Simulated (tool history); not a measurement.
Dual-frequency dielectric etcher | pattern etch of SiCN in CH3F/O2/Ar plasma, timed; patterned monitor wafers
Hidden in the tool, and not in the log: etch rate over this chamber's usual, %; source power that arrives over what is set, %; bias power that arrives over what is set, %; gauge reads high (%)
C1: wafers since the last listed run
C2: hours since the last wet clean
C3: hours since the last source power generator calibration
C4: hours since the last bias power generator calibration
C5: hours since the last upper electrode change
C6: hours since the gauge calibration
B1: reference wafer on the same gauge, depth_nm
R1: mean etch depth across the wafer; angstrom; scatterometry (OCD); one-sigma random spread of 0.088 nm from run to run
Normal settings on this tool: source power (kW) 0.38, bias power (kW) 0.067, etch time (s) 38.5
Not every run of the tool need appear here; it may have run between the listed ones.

{"run": 1, "hour": 0.0, "source power (kW)": 0.38, "bias power (kW)": 0.067, "etch time (s)": 38.5, "C1": 0, "C2": 312.2, "C3": 1674.2, "C4": 1188, "C5": 2660.7, "C6": 933.4, "B1": 13.92, "R1": 143.6}
{"run": 2, "hour": 34.3, "source power (kW)": 0.38, "bias power (kW)": 0.054, "etch time (s)": 38.5, "C1": 703, "C2": 346.5, "C3": 1708.5, "C4": 1222.3, "C5": 2695, "C6": 967.7, "B1": 13.9, "R1": 135.7}
{"hour": 38.5, "done": "gauge calibrated"}
{"hour": 62.3, "done": "upper electrode replaced"}
{"run": 3, "hour": 63.8, "source power (kW)": 0.38, "bias power (kW)": 0.054, "etch time (s)": 38.5, "C1": 112, "C2": 376, "C3": 1738, "C4": 1251.8, "C5": 1.5, "C6": 25.3, "B1": 13.91, "R1": 135.1}
{"run": 4, "hour": 94.3, "source power (kW)": 0.45, "bias power (kW)": 0.067, "etch time (s)": 38.5, "C1": 625, "C2": 406.5, "C3": 1768.5, "C4": 1282.3, "C5": 32, "C6": 55.8, "B1": 13.9, "R1": 153.4}
{"hour": 106.2, "done": "source power generator calibrated"}
{"run": 5, "hour": 110.1, "source power (kW)": 0.33, "bias power (kW)": 0.067, "etch time (s)": 42.5, "C1": 241, "C2": 422.3, "C3": 3.9, "C4": 1298.1, "C5": 47.8, "C6": 71.6, "B1": 13.89, "R1": 147.2}
{"run": 6, "hour": 141.3, "source power (kW)": 0.33, "bias power (kW)": 0.067, "etch time (s)": 42.5, "C1": 639, "C2": 453.5, "C3": 35.1, "C4": 1329.3, "C5": 79, "C6": 102.8, "B1": 13.9, "R1": 145.9}
{"run": 7, "hour": 169.0, "source power (kW)": 0.33, "bias power (kW)": 0.067, "etch time (s)": 42.5, "C1": 567, "C2": 481.2, "C3": 62.8, "C4": 1357, "C5": 106.7, "C6": 130.5, "B1": 13.9, "R1": 145}
{"run": 8, "hour": 200.4, "source power (kW)": 0.38, "bias power (kW)": 0.067, "etch time (s)": 38.5, "C1": 643, "C2": 512.6, "C3": 94.2, "C4": 1388.4, "C5": 138.1, "C6": 161.9, "B1": 13.9, "R1": 139.4}
{"run": 9, "hour": 214.5, "source power (kW)": 0.45, "bias power (kW)": 0.058, "etch time (s)": 27, "C1": 289, "C2": 526.7, "C3": 108.3, "C4": 1402.5, "C5": 152.2, "C6": 176, "B1": 13.9, "R1": 104}
{"hour": 299.2, "done": "wet clean of the chamber"}
{"run": 10, "hour": 299.7, "source power (kW)": 0.38, "bias power (kW)": 0.067, "etch time (s)": 46.5, "C1": 1254, "C2": 0.5, "C3": 193.5, "C4": 1487.7, "C5": 237.4, "C6": 261.2, "B1": 13.93, "R1": 174}
{"run": 11, "hour": 320.5, "source power (kW)": 0.45, "bias power (kW)": 0.077, "etch time (s)": 48.5, "C1": 426, "C2": 21.3, "C3": 214.3, "C4": 1508.5, "C5": 258.2, "C6": 282, "B1": 13.88, "R1": 202.1}
{"run": 12, "hour": 350.5, "source power (kW)": 0.33, "bias power (kW)": 0.067, "etch time (s)": 42.5, "C1": 614, "C2": 51.3, "C3": 244.3, "C4": 1538.5, "C5": 288.2, "C6": 312, "B1": 13.91, "R1": 148.5}
{"run": 13, "hour": 373.7, "source power (kW)": 0.42, "bias power (kW)": 0.072, "etch time (s)": 48.5, "C1": 475, "C2": 74.5, "C3": 267.5, "C4": 1561.7, "C5": 311.4, "C6": 335.2, "B1": 13.9, "R1": 192.9}
{"hour": 383.5, "done": "bias power generator calibrated"}
{"run": 14, "hour": 386.6, "source power (kW)": 0.38, "bias power (kW)": 0.067, "etch time (s)": 38.5, "C1": 182, "C2": 87.4, "C3": 280.4, "C4": 3.1, "C5": 324.3, "C6": 348.1, "B1": 13.9, "R1": 141.7}
{"run": 15, "hour": 449.8, "source power (kW)": 0.38, "bias power (kW)": 0.067, "etch time (s)": 38.5, "C1": 1295, "C2": 150.6, "C3": 343.6, "C4": 66.3, "C5": 387.5, "C6": 411.3, "B1": 13.89, "R1": 142.9}
{"run": 16, "hour": 465.7, "source power (kW)": 0.33, "bias power (kW)": 0.067, "etch time (s)": 33.5, "C1": 325, "C2": 166.5, "C3": 359.5, "C4": 82.2, "C5": 403.4, "C6": 427.2, "B1": 13.9, "R1": 117.6}
{"run": 17, "hour": 487.2, "source power (kW)": 0.42, "bias power (kW)": 0.072, "etch time (s)": 48.5, "C1": 440, "C2": 188, "C3": 381, "C4": 103.7, "C5": 424.9, "C6": 448.7, "B1": 13.88, "R1": 189}
{"run": 18, "hour": 513.3, "source power (kW)": 0.38, "bias power (kW)": 0.067, "etch time (s)": 38.5, "C1": 535, "C2": 214.1, "C3": 407.1, "C4": 129.8, "C5": 451, "C6": 474.8, "B1": 13.91, "R1": 144.2}
{"run": 19, "hour": 540.5, "source power (kW)": 0.38, "bias power (kW)": 0.067, "etch time (s)": 38.5, "C1": 557, "C2": 241.3, "C3": 434.3, "C4": 157, "C5": 478.2, "C6": 502, "B1": 13.9, "R1": 141.9}
{"run": 20, "hour": 571.8, "source power (kW)": 0.41, "bias power (kW)": 0.075, "etch time (s)": 28, "C1": 641, "C2": 272.6, "C3": 465.6, "C4": 188.3, "C5": 509.5, "C6": 533.3, "B1": 13.9, "R1": 108.5}
{"run": 21, "hour": 588.5, "source power (kW)": 0.38, "bias power (kW)": 0.067, "etch time (s)": 38.5, "C1": 342, "C2": 289.3, "C3": 482.3, "C4": 205, "C5": 526.2, "C6": 550, "B1": 13.9, "R1": 141.7}
{"run": 22, "hour": 610.4, "source power (kW)": 0.44, "bias power (kW)": 0.067, "etch time (s)": 30.5, "C1": 448, "C2": 311.2, "C3": 504.2, "C4": 226.9, "C5": 548.1, "C6": 571.9, "B1": 13.91, "R1": 119.4}
{"run": 23, "hour": 669.3, "source power (kW)": 0.3, "bias power (kW)": 0.067, "etch time (s)": 38.5, "C1": 1207, "C2": 370.1, "C3": 563.1, "C4": 285.8, "C5": 607, "C6": 630.8, "B1": 13.89, "R1": 127.7}
{"run": 24, "hour": 695.2, "source power (kW)": 0.38, "bias power (kW)": 0.076, "etch time (s)": 35, "C1": 530, "C2": 396, "C3": 589, "C4": 311.7, "C5": 632.9, "C6": 656.7, "B1": 13.9, "R1": 131.9}
{"run": 25, "hour": 720.7, "source power (kW)": 0.46, "bias power (kW)": 0.079, "etch time (s)": 38.5, "C1": 522, "C2": 421.5, "C3": 614.5, "C4": 337.2, "C5": 658.4, "C6": 682.2, "B1": 13.87, "R1": 158.4}
{"run": 26, "hour": 756.0, "source power (kW)": 0.38, "bias power (kW)": 0.067, "etch time (s)": 38.5, "C1": 723, "C2": 456.8, "C3": 649.8, "C4": 372.5, "C5": 693.7, "C6": 717.5, "B1": 13.91, "R1": 139.3}
{"run": 27, "hour": 781.1, "source power (kW)": 0.44, "bias power (kW)": 0.067, "etch time (s)": 38.5, "C1": 514, "C2": 481.9, "C3": 674.9, "C4": 397.6, "C5": 718.8, "C6": 742.6, "B1": 13.92, "R1": 147.9}
{"run": 28, "hour": 812.4, "source power (kW)": 0.38, "bias power (kW)": 0.067, "etch time (s)": 48, "C1": 641, "C2": 513.2, "C3": 706.2, "C4": 428.9, "C5": 750.1, "C6": 773.9, "B1": 13.89, "R1": 175}
{"run": 29, "hour": 827.2, "source power (kW)": 0.38, "bias power (kW)": 0.059, "etch time (s)": 38.5, "C1": 303, "C2": 528, "C3": 721, "C4": 443.7, "C5": 764.9, "C6": 788.7, "B1": 13.9, "R1": 134.3}

Pick out some run-to-run changes in R1. Of each, how much would a tool without hidden state show as well, from the settings, what came in and chance, and how much is left for the hidden state and any gauge scatter not in both results compared?
Run 9 -> 10: source power (kW) 0.45 -> 0.38, bias power (kW) 0.058 -> 0.067, etch time (s) 27 -> 46.5, wet clean of the chamber. R1 +70 angstrom: hidden state +2.9, all else +67.1.
Run 16 -> 17: source power (kW) 0.33 -> 0.42, bias power (kW) 0.067 -> 0.072, etch time (s) 33.5 -> 48.5. R1 +71.4 angstrom: hidden state -1.8, all else +73.2.
Run 28 -> 29: bias power (kW) 0.067 -> 0.059, etch time (s) 48 -> 38.5. R1 -40.7 angstrom: hidden state +1.9, all else -42.6.

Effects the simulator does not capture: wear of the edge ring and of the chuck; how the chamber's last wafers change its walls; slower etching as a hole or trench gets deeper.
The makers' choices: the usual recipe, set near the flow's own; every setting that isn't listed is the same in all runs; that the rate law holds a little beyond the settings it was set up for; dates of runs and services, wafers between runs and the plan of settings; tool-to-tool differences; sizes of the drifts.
